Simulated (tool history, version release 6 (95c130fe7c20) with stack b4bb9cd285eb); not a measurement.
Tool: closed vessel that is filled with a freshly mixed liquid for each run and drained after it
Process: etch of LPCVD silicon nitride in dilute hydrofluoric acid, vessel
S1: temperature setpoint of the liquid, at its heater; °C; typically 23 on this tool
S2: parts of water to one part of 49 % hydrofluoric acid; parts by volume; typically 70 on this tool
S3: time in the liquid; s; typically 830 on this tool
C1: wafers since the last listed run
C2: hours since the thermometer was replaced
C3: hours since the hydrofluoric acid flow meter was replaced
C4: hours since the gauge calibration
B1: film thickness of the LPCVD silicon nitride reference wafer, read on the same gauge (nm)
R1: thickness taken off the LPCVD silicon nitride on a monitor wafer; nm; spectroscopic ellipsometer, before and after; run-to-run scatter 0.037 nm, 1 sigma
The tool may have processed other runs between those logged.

run,hour,S1,S2,S3,C1,C2,C3,C4,B1,R1
1,0,26,70,830,0,1028.1,1762.2,185.6,110,5.2
2,29.9,26,70,830,2218,1058,1792.1,215.5,110,5.19
3,57.2,26,70,830,2025,1085.3,1819.4,242.8,110.03,5.12
4,89.8,23,70,1195,2419,1117.9,1852,275.4,110,6.02
5,102,23,70,1195,905,1130.1,1864.2,287.6,110.01,6.08
6,126,23,70,830,1780,1154.1,1888.2,311.6,110.01,4.22
7,159.1,23,70,830,2456,1187.2,1921.3,344.7,110.02,4.16
8,182.6,23,70,830,1743,1210.7,1944.8,368.2,110.01,4.17
9,203,23,70,630,1513,1231.1,1965.2,388.6,110.01,3.19
10,218.2,23,70,630,1127,1246.3,1980.4,403.8,110,3.18
11,250.4,23,70,630,2389,1278.5,2012.6,436,109.98,3.13
12,268.9,23,60,605,1372,1297,2031.1,454.5,109.99,3.5
13,296.1,23,70,540,2018,1324.2,2058.3,481.7,110.03,2.65
14,316.2,19,85,1050,1491,1344.3,2078.4,501.8,110,3.27
15,346,18.5,90,350,2211,1374.1,2108.2,531.6,109.99,0.99
16,371.6,23,70,475,1899,1399.7,2133.8,557.2,110,2.34
# hour 380.4: gauge calibrated
# hour 389.7: hydrofluoric acid flow meter replaced
17,397.3,23,95,1320,1832,1425.4,7.6,16.9,110.02,5.43
# hour 423.5: thermometer replaced
18,429.9,23,70,540,2344,6.4,40.2,49.5,109.99,3.2
19,447.7,28,95,1290,1320,24.2,58,67.3,109.98,7.79
20,475.3,23,70,830,2048,51.8,85.6,94.9,109.98,4.86
21,488.9,27,100,1080,1009,65.4,99.2,108.5,110.02,5.83
22,503.2,20,55,830,1061,79.7,113.5,122.8,109.99,4.98
23,535.4,23,70,830,2389,111.9,145.7,155,109.99,4.82
24,554,23,70,830,1380,130.5,164.3,173.6,109.97,4.78

Hidden condition of the tool, last listed run before each entry between runs versus first listed run after:
From run 16 to run 17: gauge calibrated (hour 380.4); hydrofluoric acid flow meter replaced (hour 389.7)
  liquid colder than its thermometer reads (K): 1.19 -> 1.21; hydrofluoric acid flow below the setpoint (%): 12.9 -> 1.35
  measured less the result without the state, R1: -0.57 -> -0.53 nm
From run 17 to run 18: thermometer replaced (hour 423.5)
  liquid colder than its thermometer reads (K): 1.21 -> 0.293; hydrofluoric acid flow below the setpoint (%): 1.35 -> 1.54
  measured less the result without the state, R1: -0.53 -> -0.11 nm
